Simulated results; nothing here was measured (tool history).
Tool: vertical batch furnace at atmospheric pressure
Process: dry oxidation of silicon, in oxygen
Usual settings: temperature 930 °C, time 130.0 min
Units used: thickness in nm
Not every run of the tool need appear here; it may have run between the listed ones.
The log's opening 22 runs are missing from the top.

run,hour,temperature,time,"read-back reference wafer on the same gauge, thickness",thickness
# hour 2094.9: gauge calibrated
23,2165.5,937,81.5,47.88,31.87
24,2250.4,918,75.5,47.92,25.02
25,2320.5,930,130.0,47.91,41.15
26,2362.9,947,149.0,47.91,54.60
27,2416.8,930,95.0,47.91,32.96
28,2460.3,915,85.0,47.90,26.40
29,2514.5,930,130.0,47.90,41.33
30,2552.8,954,176.0,47.89,66.39
31,2637.0,954,147.0,47.91,58.23
32,2678.7,937,185.0,47.89,58.13
33,2749.1,950,88.5,47.89,39.13
34,2814.7,920,77.5,47.89,26.28
# hour 2917.2: thermocouples replaced and temperature profile calibrated
35,2917.7,930,130.0,47.88,41.18
36,2951.2,930,130.0,47.91,41.06
37,3034.6,930,130.0,47.91,41.01
38,3137.4,930,110.0,47.90,36.39

Run 39 comes next. What will it give?
39,3187.7,930,130.0,?,?

read-back reference wafer on the same gauge, thickness: 47.90
thickness: 40.98 nm
If the tool had no hidden condition, the same run with the same run-to-run variation would have returned thickness 40.82 nm.
